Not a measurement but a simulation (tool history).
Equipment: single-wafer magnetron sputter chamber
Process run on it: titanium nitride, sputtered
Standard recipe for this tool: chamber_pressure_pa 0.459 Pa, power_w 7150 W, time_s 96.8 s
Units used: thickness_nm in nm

| run | hour | chamber_pressure_pa | power_w | time_s | read-back reference wafer on the same gauge, thickness_nm | thickness_nm |
|---|---|---|---|---|---|---|
| 1 | 0 | 0.459 | 7150 | 96.8 | 149.863 | 124.563 |
| 2 | 25.8 | 0.459 | 7150 | 96.8 | 150.103 | 123.763 |
| 3 | 38 | 0.459 | 7150 | 96.8 | 150.151 | 125.184 |
| 4 | 54.5 | 0.459 | 7600 | 96.8 | 149.844 | 130.677 |
| 5 | 87.7 | 0.459 | 7600 | 96.8 | 149.842 | 130.543 |
| 6 | 105.4 | 0.459 | 7600 | 96.8 | 150.332 | 129.842 |
|  | 133 | sputter target and shields replaced |
| 7 | 133.5 | 0.459 | 6650 | 89.1 | 150.15 | 111.744 |
| 8 | 146.3 | 0.459 | 6650 | 89.1 | 149.836 | 109.62 |
| 9 | 175.1 | 0.528 | 7150 | 96.8 | 149.754 | 125.093 |
| 10 | 197.5 | 0.528 | 7150 | 96.8 | 149.984 | 123.208 |
| 11 | 229.9 | 0.528 | 7150 | 96.8 | 150.539 | 122.163 |
| 12 | 260.7 | 0.459 | 7150 | 96.8 | 149.767 | 125.339 |
| 13 | 289.4 | 0.459 | 7150 | 96.8 | 150.109 | 124.715 |
| 14 | 305.1 | 0.459 | 7900 | 96.8 | 150.17 | 137.278 |
| 15 | 329.8 | 0.615 | 5800 | 96.8 | 149.881 | 94.169 |
|  | 341.9 | sputter target and shields replaced |
|  | 343.4 | gauge calibrated |
| 16 | 354.6 | 0.379 | 6050 | 113.3 | 150.165 | 132.163 |
| 17 | 370.7 | 0.278 | 7150 | 96.8 | 149.767 | 136.409 |
| 18 | 397.1 | 0.459 | 7150 | 108.5 | 149.919 | 143.9 |
| 19 | 432.9 | 0.459 | 6400 | 102.8 | 150.181 | 119.716 |
| 20 | 451.2 | 0.332 | 5900 | 91.8 | 149.99 | 103.857 |
| 21 | 485.4 | 0.459 | 7150 | 96.8 | 149.753 | 125.48 |
|  | 496 | capacitance manometer re-zeroed and calibrated |
| 22 | 514.3 | 0.459 | 6150 | 115.5 | 150.104 | 126.485 |
| 23 | 539.1 | 0.459 | 8500 | 96.8 | 150.232 | 144.744 |
| 24 | 560.2 | 0.62 | 7150 | 110.4 | 149.651 | 131.248 |
|  | 612.3 | magnet pack replaced |
|  | 622.4 | sputter target and shields replaced |
| 25 | 642.4 | 0.566 | 6650 | 90.9 | 150.495 | 107.237 |
| 26 | 667.8 | 0.579 | 5650 | 96.8 | 150.146 | 97.072 |
| 27 | 688.8 | 0.357 | 5750 | 87.6 | 150.093 | 95.307 |
| 28 | 713.8 | 0.459 | 7150 | 96.8 | 149.597 | 124.847 |
| 29 | 749.5 | 0.363 | 6250 | 81 | 149.851 | 94.287 |
| 30 | 767.4 | 0.578 | 6250 | 114.1 | 150.264 | 122.182 |
| 31 | 783.3 | 0.537 | 7150 | 81.5 | 149.869 | 100.628 |
| 32 | 800.3 | 0.459 | 7150 | 96.8 | 149.928 | 124.375 |
| 33 | 825.1 | 0.459 | 7150 | 96.8 | 149.626 | 123.305 |
|  | 858.2 | sputter target and shields replaced |
| 34 | 858.7 | 0.459 | 7150 | 88.2 | 150.002 | 117.771 |
| 35 | 886 | 0.286 | 7150 | 108.1 | 150.455 | 153.473 |
| 36 | 911.1 | 0.459 | 7150 | 96.8 | 150.232 | 125.71 |

Here are 3 independent what-if runs from the current tool condition. What would each one return?
| A | 911.5 | 0.459 | 7150 | 89.5 | ? | ? |
| B | 911.5 | 0.459 | 7150 | 84.2 | ? | ? |
| C | 911.5 | 0.459 | 7150 | 105 | ? | ? |

| run | read-back reference wafer on the same gauge, thickness_nm | thickness_nm |
|---|---|---|
| A | 149.953 | 118.154 |
| B | 149.953 | 111.157 |
| C | 149.953 | 138.616 |
Stripped of hidden state, with their random variation kept, the same runs would have yielded:
| run | thickness_nm |
|---|---|
| A | 119.98 |
| B | 112.875 |
| C | 140.759 |
